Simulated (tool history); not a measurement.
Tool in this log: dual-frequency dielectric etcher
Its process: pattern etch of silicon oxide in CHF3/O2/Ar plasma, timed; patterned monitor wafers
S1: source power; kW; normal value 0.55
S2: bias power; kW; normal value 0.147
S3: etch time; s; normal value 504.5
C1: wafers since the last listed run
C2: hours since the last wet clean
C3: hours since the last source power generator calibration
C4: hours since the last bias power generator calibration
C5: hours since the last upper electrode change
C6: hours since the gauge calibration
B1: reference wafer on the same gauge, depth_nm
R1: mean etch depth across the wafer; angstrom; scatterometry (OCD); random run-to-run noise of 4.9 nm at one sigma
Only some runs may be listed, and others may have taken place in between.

run,hour,S1,S2,S3,C1,C2,C3,C4,C5,C6,B1,R1
1,0,0.55,0.147,504.5,0,363.4,3906.8,4154.1,4293.7,2252.9,699.2,8115
2,60.3,0.55,0.147,504.5,274,423.7,3967.1,4214.4,4354,2313.2,698.9,7886
3,104.4,0.55,0.147,576.5,200,467.8,4011.2,4258.5,4398.1,2357.3,699.8,9154
# hour 168.1: wet clean of the chamber, repeated, since the last time left the tool worse
4,168.6,0.55,0.147,576.5,182,0.5,4075.4,4322.7,4462.3,2421.5,698.4,9724
5,202.4,0.47,0.12,552.5,153,34.3,4109.2,4356.5,4496.1,2455.3,699.3,8019
6,264.9,0.55,0.147,576.5,284,96.8,4171.7,4419,4558.6,2517.8,698.7,9765
7,325.2,0.55,0.127,504.5,274,157.1,4232,4479.3,4618.9,2578.1,699.5,8172
# hour 350.7: bias power generator calibrated
# hour 401.9: gauge calibrated
8,478.5,0.55,0.147,610.5,679,310.4,4385.3,127.8,4772.2,76.6,698.5,10204
9,512.5,0.69,0.131,428,154,344.4,4419.3,161.8,4806.2,110.6,699,7908
10,546,0.55,0.177,504.5,152,377.9,4452.8,195.3,4839.7,144.1,699.2,8859
11,583.9,0.55,0.147,504.5,172,415.8,4490.7,233.2,4877.6,182,698.5,8445
12,613.5,0.55,0.174,594,134,445.4,4520.3,262.8,4907.2,211.6,698.8,10396
# hour 694.4: upper electrode replaced
13,694.9,0.55,0.175,504.5,261,526.8,4601.7,344.2,0.5,293,698.3,8820
14,722.7,0.68,0.12,504.5,126,554.6,4629.5,372,28.3,320.8,699.1,8913
# hour 759: wet clean of the chamber
15,775.9,0.55,0.166,402,132,16.9,4682.7,425.2,81.5,374,700.2,6987
16,804.9,0.55,0.166,652,131,45.9,4711.7,454.2,110.5,403,698.6,11372
# hour 840.5: source power generator calibrated
17,841,0.45,0.147,504.5,146,82,0.5,490.3,146.6,439.1,698.4,7515
18,890.5,0.55,0.126,504.5,225,131.5,50,539.8,196.1,488.6,699.2,8130
19,944.3,0.55,0.178,619,244,185.3,103.8,593.6,249.9,542.4,698.6,10962
20,971.4,0.44,0.175,593,123,212.4,130.9,620.7,277,569.5,699.2,9079
21,1030.3,0.55,0.147,504.5,268,271.3,189.8,679.6,335.9,628.4,698.5,8427
22,1061.7,0.43,0.147,600,142,302.7,221.2,711,367.3,659.8,699.5,8547
23,1106.9,0.49,0.147,430,205,347.9,266.4,756.2,412.5,705,698.8,6728
24,1150.7,0.43,0.161,398.5,199,391.7,310.2,800,456.3,748.8,699.6,5834
25,1176.2,0.55,0.122,393,116,417.2,335.7,825.5,481.8,774.3,698.6,6192
26,1219,0.55,0.174,398.5,194,460,378.5,868.3,524.6,817.1,698.3,6914
27,1276.2,0.5,0.147,504.5,260,517.2,435.7,925.5,581.8,874.3,699.2,7877
# hour 1312.8: wet clean of the chamber
28,1313.3,0.55,0.147,620.5,59,0.5,472.8,962.6,618.9,911.4,699.3,10487
29,1343.3,0.61,0.147,382.5,136,30.5,502.8,992.6,648.9,941.4,699,6835

Take each entry between the runs: how does the hidden state at the last listed run before it differ from the hidden state at the first listed run after it?
In the gap between runs 3 and 4: wet clean of the chamber, repeated, since the last time left the tool worse (hour 168.1)
  etch rate over this chamber's usual, %: -6.63 -> 0.128
  what was measured, less what the result would be without the hidden state, R1: -650 -> +12 angstrom
In the gap between runs 7 and 8: bias power generator calibrated (hour 350.7); gauge calibrated (hour 401.9)
  etch rate over this chamber's usual, %: -0.534 -> -1.18
  what was measured, less what the result would be without the hidden state, R1: -44 -> -122 angstrom
In the gap between runs 12 and 13: upper electrode replaced (hour 694.4)
  etch rate over this chamber's usual, %: -1.75 -> -2.1
  what was measured, less what the result would be without the hidden state, R1: -185 -> -189 angstrom
In the gap between runs 14 and 15: wet clean of the chamber (hour 759)
  etch rate over this chamber's usual, %: -2.21 -> -0.161
  what was measured, less what the result would be without the hidden state, R1: -201 -> -11 angstrom
In the gap between runs 16 and 17: source power generator calibrated (hour 840.5)
  etch rate over this chamber's usual, %: -0.284 -> -0.436
  what was measured, less what the result would be without the hidden state, R1: -32 -> -33 angstrom
In the gap between runs 27 and 28: wet clean of the chamber (hour 1312.8)
  etch rate over this chamber's usual, %: -2.27 -> -0.0611
  what was measured, less what the result would be without the hidden state, R1: -183 -> -6 angstrom
